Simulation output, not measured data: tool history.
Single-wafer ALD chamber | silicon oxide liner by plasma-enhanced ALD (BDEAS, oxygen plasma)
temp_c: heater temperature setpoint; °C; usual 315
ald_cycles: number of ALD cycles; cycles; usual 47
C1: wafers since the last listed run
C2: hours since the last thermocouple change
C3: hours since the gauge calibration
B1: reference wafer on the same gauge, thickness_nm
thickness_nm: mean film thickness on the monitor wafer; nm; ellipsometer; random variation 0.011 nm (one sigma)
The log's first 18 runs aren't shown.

Run 19, hour 914.0: usual settings but temp_c 320 °C, ald_cycles 51 cycles; C1 345; C2 1868.2; C3 138.5; B1 5.076. Result: thickness_nm 4.918 nm.
At hour 923.9: thermocouple changed; heater temperature recalibrated.
Run 20, hour 981.7: usual settings; C1 629; C2 57.8; C3 206.2; B1 5.078. Result: thickness_nm 4.602 nm.
Run 21, hour 1020.8: usual settings; C1 412; C2 96.9; C3 245.3; B1 5.077. Result: thickness_nm 4.588 nm.
Run 22, hour 1055.9: usual settings but temp_c 305 °C, ald_cycles 44 cycles; C1 370; C2 132.0; C3 280.4; B1 5.080. Result: thickness_nm 4.366 nm.
Run 23, hour 1112.2: usual settings but temp_c 305 °C; C1 593; C2 188.3; C3 336.7; B1 5.080. Result: thickness_nm 4.650 nm.
Run 24, hour 1162.2: usual settings; C1 527; C2 238.3; C3 386.7; B1 5.079. Result: thickness_nm 4.581 nm.
Run 25, hour 1213.2: usual settings but ald_cycles 43 cycles; C1 537; C2 289.3; C3 437.7; B1 5.081. Result: thickness_nm 4.193 nm.
Run 26, hour 1279.0: usual settings but ald_cycles 54 cycles; C1 693; C2 355.1; C3 503.5; B1 5.081. Result: thickness_nm 5.256 nm.
Run 27, hour 1316.9: usual settings but temp_c 330 °C, ald_cycles 56 cycles; C1 399; C2 393.0; C3 541.4; B1 5.082. Result: thickness_nm 5.328 nm.
Run 28, hour 1346.8: usual settings but temp_c 327 °C, ald_cycles 42 cycles; C1 315; C2 422.9; C3 571.3; B1 5.085. Result: thickness_nm 4.005 nm.
Run 29, hour 1379.4: usual settings but temp_c 306 °C, ald_cycles 44 cycles; C1 343; C2 455.5; C3 603.9; B1 5.082. Result: thickness_nm 4.353 nm.
Run 30, hour 1428.3: usual settings but temp_c 326 °C, ald_cycles 41 cycles; C1 515; C2 504.4; C3 652.8; B1 5.086. Result: thickness_nm 3.944 nm.
Run 31, hour 1589.3: usual settings but temp_c 325 °C, ald_cycles 41 cycles; C1 1698; C2 665.4; C3 813.8; B1 5.092. Result: thickness_nm 3.937 nm.

3 ways to go on from here, each from the tool as it stands after run 31. What would each give?
Run A, hour 1589.8: usual settings but temp_c 306 °C; C1 5; C2 665.9; C3 814.3; B1 ?. Result: thickness_nm ?.
Run B, hour 1589.8: usual settings but temp_c 322 °C; C1 5; C2 665.9; C3 814.3; B1 ?. Result: thickness_nm ?.
Run C, hour 1589.8: usual settings but temp_c 321 °C; C1 5; C2 665.9; C3 814.3; B1 ?. Result: thickness_nm ?.

run     B1  thickness_nm
  A  5.093         4.654
  B  5.093         4.535
  C  5.093         4.542
Without the tool's hidden state the same runs would have given:
run  thickness_nm
  A         4.633
  B         4.514
  C         4.521

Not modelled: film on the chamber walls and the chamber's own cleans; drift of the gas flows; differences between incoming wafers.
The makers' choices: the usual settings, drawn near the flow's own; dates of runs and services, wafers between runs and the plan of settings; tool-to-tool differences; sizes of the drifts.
